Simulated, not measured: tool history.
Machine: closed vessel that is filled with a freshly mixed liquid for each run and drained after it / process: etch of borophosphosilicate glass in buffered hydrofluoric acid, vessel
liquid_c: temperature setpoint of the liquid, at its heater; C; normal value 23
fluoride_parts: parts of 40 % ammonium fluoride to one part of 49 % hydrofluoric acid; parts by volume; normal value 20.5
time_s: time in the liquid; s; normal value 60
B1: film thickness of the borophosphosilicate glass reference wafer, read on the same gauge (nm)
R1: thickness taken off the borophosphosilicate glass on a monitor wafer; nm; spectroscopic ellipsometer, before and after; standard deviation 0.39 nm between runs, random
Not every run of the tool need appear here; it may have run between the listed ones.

run 1 day=0 | liquid_c=21.5 fluoride_parts=20.5 time_s=60 | B1=130.02 | R1=40.52
-- day=0.567 hydrofluoric acid flow meter replaced
run 2 day=2.412 | liquid_c=23 fluoride_parts=20.5 time_s=60 | B1=130.02 | R1=44.73
run 3 day=2.983 | liquid_c=23 fluoride_parts=20.5 time_s=60 | B1=130.04 | R1=43.75
run 4 day=4.317 | liquid_c=23 fluoride_parts=20.5 time_s=60 | B1=129.96 | R1=44.66
run 5 day=5.212 | liquid_c=23 fluoride_parts=20.5 time_s=60 | B1=130.01 | R1=44.9
run 6 day=6.379 | liquid_c=23 fluoride_parts=20.5 time_s=60 | B1=129.99 | R1=44.48
run 7 day=7.046 | liquid_c=23 fluoride_parts=20.5 time_s=60 | B1=129.98 | R1=44.09
run 8 day=7.867 | liquid_c=23 fluoride_parts=20.5 time_s=60 | B1=129.97 | R1=44.55
run 9 day=9.088 | liquid_c=23 fluoride_parts=20.5 time_s=60 | B1=129.98 | R1=44.61
run 10 day=9.792 | liquid_c=23 fluoride_parts=20.5 time_s=60 | B1=130 | R1=44.42
run 11 day=10.796 | liquid_c=23 fluoride_parts=20.5 time_s=60 | B1=130 | R1=45.34
run 12 day=11.4 | liquid_c=23 fluoride_parts=20.5 time_s=60 | B1=130.02 | R1=45
run 13 day=12.55 | liquid_c=23 fluoride_parts=20.5 time_s=60 | B1=130.02 | R1=44.61
run 14 day=13.3 | liquid_c=23 fluoride_parts=20.5 time_s=60 | B1=130.02 | R1=45.3
run 15 day=14.729 | liquid_c=23 fluoride_parts=17.5 time_s=60 | B1=130.01 | R1=51.3
run 16 day=15.429 | liquid_c=23 fluoride_parts=20.5 time_s=60 | B1=130 | R1=45.06
run 17 day=16.733 | liquid_c=26.5 fluoride_parts=20.5 time_s=60 | B1=130.01 | R1=53.65
run 18 day=17.925 | liquid_c=23 fluoride_parts=20.5 time_s=60 | B1=130.01 | R1=44.93
run 19 day=18.529 | liquid_c=26.5 fluoride_parts=22.5 time_s=85 | B1=130 | R1=70.75
run 20 day=19.375 | liquid_c=27 fluoride_parts=13 time_s=60 | B1=130.01 | R1=87.32
-- day=20.833 gauge calibrated
-- day=23.35 hydrofluoric acid flow meter replaced
run 21 day=23.533 | liquid_c=18.5 fluoride_parts=20.5 time_s=60 | B1=129.95 | R1=35.76
run 22 day=24.562 | liquid_c=25 fluoride_parts=28.5 time_s=85 | B1=130.02 | R1=57.34
run 23 day=25.762 | liquid_c=23 fluoride_parts=28.5 time_s=30 | B1=130.01 | R1=18.06
-- day=25.812 thermometer replaced
run 24 day=26.325 | liquid_c=21 fluoride_parts=24.5 time_s=60 | B1=130.01 | R1=31.18
run 25 day=27.579 | liquid_c=23 fluoride_parts=26.5 time_s=60 | B1=130.01 | R1=34.18
run 26 day=28.708 | liquid_c=23 fluoride_parts=20.5 time_s=60 | B1=130.02 | R1=40.62
run 27 day=29.583 | liquid_c=23 fluoride_parts=20.5 time_s=60 | B1=130 | R1=40.49
run 28 day=30.746 | liquid_c=23 fluoride_parts=20.5 time_s=90 | B1=130.02 | R1=60.97
run 29 day=31.396 | liquid_c=23 fluoride_parts=14 time_s=60 | B1=129.97 | R1=57.98
run 30 day=32.033 | liquid_c=23 fluoride_parts=20.5 time_s=60 | B1=129.97 | R1=39.58
run 31 day=32.933 | liquid_c=18 fluoride_parts=26 time_s=60 | B1=129.96 | R1=25.91
run 32 day=34.15 | liquid_c=23 fluoride_parts=17.5 time_s=60 | B1=130.01 | R1=47.08

Predict each of these 3 candidate next runs independently; none follows another, all start after run 32:
run A day=34.179 | liquid_c=23 fluoride_parts=20.5 time_s=60 | B1=? | R1=?
run B day=34.179 | liquid_c=23 fluoride_parts=25.5 time_s=70 | B1=? | R1=?
run C day=34.179 | liquid_c=23 fluoride_parts=18.5 time_s=60 | B1=? | R1=?

run=A B1=130.02 R1=40.1
run=B B1=130.02 R1=40.23
run=C B1=130.02 R1=44.06
Without the tool's unlogged condition, the same runs would have read:
run=A R1=38.51
run=B R1=38.64
run=C R1=42.32
